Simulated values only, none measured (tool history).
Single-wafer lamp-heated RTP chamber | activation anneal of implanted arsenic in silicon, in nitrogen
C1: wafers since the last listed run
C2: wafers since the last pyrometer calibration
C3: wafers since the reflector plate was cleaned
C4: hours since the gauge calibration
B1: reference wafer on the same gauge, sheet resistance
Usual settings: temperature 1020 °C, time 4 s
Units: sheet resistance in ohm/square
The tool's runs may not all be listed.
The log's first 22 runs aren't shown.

run 23 hour=1781.5 | temperature=1020 time=4 | C1=912 C2=3849 C3=5782 C4=815.8 | B1=368.04 | sheet_resistance=346.44
run 24 hour=1852.7 | temperature=1020 time=4 | C1=1099 C2=4948 C3=6881 C4=887.0 | B1=368.07 | sheet_resistance=347.06
run 25 hour=1909.1 | temperature=1040 time=4 | C1=870 C2=5819 C3=7752 C4=943.4 | B1=368.12 | sheet_resistance=344.46
run 26 hour=1956.5 | temperature=1020 time=4 | C1=731 C2=6551 C3=8484 C4=990.8 | B1=368.02 | sheet_resistance=346.25
run 27 hour=1996.8 | temperature=1048 time=4 | C1=622 C2=7173 C3=9106 C4=1031.1 | B1=368.07 | sheet_resistance=343.04
run 28 hour=2053.7 | temperature=1012 time=3 | C1=878 C2=8052 C3=9985 C4=1088.0 | B1=368.00 | sheet_resistance=349.18
run 29 hour=2124.8 | temperature=1004 time=6 | C1=1097 C2=9149 C3=11082 C4=1159.1 | B1=367.99 | sheet_resistance=346.44
-- hour=2190.8 reflector plate cleaned
run 30 hour=2199.4 | temperature=1008 time=5 | C1=1028 C2=10178 C3=133 C4=1233.7 | B1=367.89 | sheet_resistance=346.12
-- hour=2247.9 pyrometer window cleaned and pyrometer calibrated
run 31 hour=2249.4 | temperature=1010 time=5 | C1=648 C2=22 C3=781 C4=1283.7 | B1=367.99 | sheet_resistance=346.77
run 32 hour=2290.1 | temperature=1029 time=5 | C1=628 C2=650 C3=1410 C4=1324.4 | B1=367.87 | sheet_resistance=343.95
run 33 hour=2340.2 | temperature=1032 time=3 | C1=773 C2=1424 C3=2183 C4=1374.5 | B1=367.94 | sheet_resistance=346.73
run 34 hour=2444.6 | temperature=1020 time=5 | C1=1611 C2=3036 C3=3795 C4=1478.9 | B1=368.01 | sheet_resistance=345.70
run 35 hour=2500.7 | temperature=1020 time=4 | C1=866 C2=3902 C3=4661 C4=1535.0 | B1=368.03 | sheet_resistance=346.81

5 ways to go on from here, each from the tool as it stands after run 35. What would each give?
run A hour=2501.1 | temperature=1020 time=4 | C1=6 C2=3908 C3=4668 C4=1535.4 | B1=? | sheet_resistance=?
run B hour=2501.1 | temperature=1008 time=4 | C1=6 C2=3908 C3=4668 C4=1535.4 | B1=? | sheet_resistance=?
run C hour=2501.1 | temperature=1035 time=6 | C1=6 C2=3908 C3=4668 C4=1535.4 | B1=? | sheet_resistance=?
run D hour=2501.1 | temperature=1011 time=4 | C1=6 C2=3908 C3=4668 C4=1535.4 | B1=? | sheet_resistance=?
run E hour=2501.1 | temperature=1007 time=3 | C1=6 C2=3908 C3=4668 C4=1535.4 | B1=? | sheet_resistance=?

run=A B1=368.04 sheet_resistance=347.04
run=B B1=368.04 sheet_resistance=348.37
run=C B1=368.04 sheet_resistance=343.23
run=D B1=368.04 sheet_resistance=348.04
run=E B1=368.04 sheet_resistance=349.93
Without the tool's hidden state the same runs would have given:
run=A sheet_resistance=347.04
run=B sheet_resistance=348.37
run=C sheet_resistance=343.23
run=D sheet_resistance=348.04
run=E sheet_resistance=349.93

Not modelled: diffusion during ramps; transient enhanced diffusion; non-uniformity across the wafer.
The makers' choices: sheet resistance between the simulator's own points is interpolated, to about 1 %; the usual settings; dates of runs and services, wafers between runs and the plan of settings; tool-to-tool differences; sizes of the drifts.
